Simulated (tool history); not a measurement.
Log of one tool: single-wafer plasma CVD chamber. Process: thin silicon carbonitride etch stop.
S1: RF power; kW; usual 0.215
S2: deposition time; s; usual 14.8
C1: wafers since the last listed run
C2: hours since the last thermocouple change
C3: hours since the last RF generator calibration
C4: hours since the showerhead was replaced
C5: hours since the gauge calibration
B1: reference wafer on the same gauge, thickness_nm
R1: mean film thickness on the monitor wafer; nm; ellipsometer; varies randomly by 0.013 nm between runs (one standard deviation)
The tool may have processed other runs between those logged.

Run 1, hour 0: usual settings but S1 0.24 kW; C1 0; C2 2579.5; C3 1109; C4 7408.9; C5 141.2; B1 8.55. Result: R1 8.566 nm.
Run 2, hour 13.2: usual settings but S1 0.24 kW; C1 217; C2 2592.7; C3 1122.2; C4 7422.1; C5 154.4; B1 8.545. Result: R1 8.542 nm.
Run 3, hour 21: usual settings but S1 0.24 kW; C1 128; C2 2600.5; C3 1130; C4 7429.9; C5 162.2; B1 8.546. Result: R1 8.555 nm.
Run 4, hour 29.8: usual settings; C1 145; C2 2609.3; C3 1138.8; C4 7438.7; C5 171; B1 8.542. Result: R1 8.369 nm.
Run 5, hour 39.2: usual settings; C1 154; C2 2618.7; C3 1148.2; C4 7448.1; C5 180.4; B1 8.541. Result: R1 8.359 nm.
Run 6, hour 56.8: usual settings; C1 290; C2 2636.3; C3 1165.8; C4 7465.7; C5 198; B1 8.539. Result: R1 8.366 nm.
Run 7, hour 64.1: usual settings; C1 120; C2 2643.6; C3 1173.1; C4 7473; C5 205.3; B1 8.537. Result: R1 8.364 nm.
Run 8, hour 81.6: usual settings; C1 288; C2 2661.1; C3 1190.6; C4 7490.5; C5 222.8; B1 8.539. Result: R1 8.363 nm.
Run 9, hour 95: usual settings; C1 220; C2 2674.5; C3 1204; C4 7503.9; C5 236.2; B1 8.535. Result: R1 8.354 nm.
At hour 110.8: thermocouple changed; heater temperature recalibrated.
Run 10, hour 120.5: usual settings; C1 288; C2 9.7; C3 1229.5; C4 7529.4; C5 261.7; B1 8.535. Result: R1 8.351 nm.
At hour 124: gauge calibrated.
Run 11, hour 134.4: usual settings but S2 15.5 s; C1 229; C2 23.6; C3 1243.4; C4 7543.3; C5 10.4; B1 8.614. Result: R1 8.818 nm.
Run 12, hour 143.5: usual settings but S2 15.5 s; C1 150; C2 32.7; C3 1252.5; C4 7552.4; C5 19.5; B1 8.607. Result: R1 8.822 nm.
Run 13, hour 157.5: usual settings but S2 15.5 s; C1 230; C2 46.7; C3 1266.5; C4 7566.4; C5 33.5; B1 8.593. Result: R1 8.784 nm.
Run 14, hour 166.4: usual settings; C1 146; C2 55.6; C3 1275.4; C4 7575.3; C5 42.4; B1 8.59. Result: R1 8.388 nm.
Run 15, hour 180: usual settings but S2 15.5 s; C1 224; C2 69.2; C3 1289; C4 7588.9; C5 56; B1 8.578. Result: R1 8.768 nm.
Run 16, hour 188.9: usual settings; C1 146; C2 78.1; C3 1297.9; C4 7597.8; C5 64.9; B1 8.575. Result: R1 8.4 nm.
At hour 203.2: RF generator calibrated.
Run 17, hour 203.7: usual settings but S1 0.195 kW, S2 14 s; C1 112; C2 92.9; C3 0.5; C4 7612.6; C5 79.7; B1 8.567. Result: R1 7.805 nm.
Run 18, hour 212.1: usual settings but S2 17.6 s; C1 138; C2 101.3; C3 8.9; C4 7621; C5 88.1; B1 8.562. Result: R1 9.953 nm.
At hour 220.4: showerhead replaced.
Run 19, hour 223.2: usual settings but S1 0.245 kW, S2 13.9 s; C1 51; C2 112.4; C3 20; C4 2.8; C5 99.2; B1 8.56. Result: R1 8.1 nm.
Run 20, hour 237.5: usual settings; C1 235; C2 126.7; C3 34.3; C4 17.1; C5 113.5; B1 8.557. Result: R1 8.361 nm.
Run 21, hour 244.4: usual settings but S1 0.175 kW; C1 113; C2 133.6; C3 41.2; C4 24; C5 120.4; B1 8.553. Result: R1 8.051 nm.
Run 22, hour 255.9: usual settings; C1 189; C2 145.1; C3 52.7; C4 35.5; C5 131.9; B1 8.55. Result: R1 8.389 nm.
Run 23, hour 272.2: usual settings but S1 0.2 kW, S2 12.8 s; C1 268; C2 161.4; C3 69; C4 51.8; C5 148.2; B1 8.547. Result: R1 7.126 nm.
Run 24, hour 280.1: usual settings but S1 0.23 kW, S2 16.8 s; C1 130; C2 169.3; C3 76.9; C4 59.7; C5 156.1; B1 8.545. Result: R1 9.611 nm.
Run 25, hour 294.8: usual settings but S1 0.2 kW, S2 15.6 s; C1 242; C2 184; C3 91.6; C4 74.4; C5 170.8; B1 8.541. Result: R1 8.7 nm.
Run 26, hour 309.3: usual settings but S2 14 s; C1 239; C2 198.5; C3 106.1; C4 88.9; C5 185.3; B1 8.541. Result: R1 7.94 nm.
Run 27, hour 316.4: usual settings but S1 0.25 kW, S2 12.4 s; C1 117; C2 205.6; C3 113.2; C4 96; C5 192.4; B1 8.54. Result: R1 7.222 nm.

3 ways to go on from here, each from the tool as it stands after run 27. What would each give?
Run A, hour 316.8: usual settings but S1 0.25 kW; C1 6; C2 206; C3 113.6; C4 96.4; C5 192.8; B1 ?. Result: R1 ?.
Run B, hour 316.8: usual settings but S1 0.195 kW, S2 11.9 s; C1 6; C2 206; C3 113.6; C4 96.4; C5 192.8; B1 ?. Result: R1 ?.
Run C, hour 316.8: usual settings but S2 12.1 s; C1 6; C2 206; C3 113.6; C4 96.4; C5 192.8; B1 ?. Result: R1 ?.

run     B1     R1
  A  8.539  8.633
  B  8.539  6.598
  C  8.539  6.841
The same runs, with their run-to-run variation unchanged, on a tool lacking any hidden condition would have given:
run     R1
  A  8.735
  B  6.676
  C  6.921

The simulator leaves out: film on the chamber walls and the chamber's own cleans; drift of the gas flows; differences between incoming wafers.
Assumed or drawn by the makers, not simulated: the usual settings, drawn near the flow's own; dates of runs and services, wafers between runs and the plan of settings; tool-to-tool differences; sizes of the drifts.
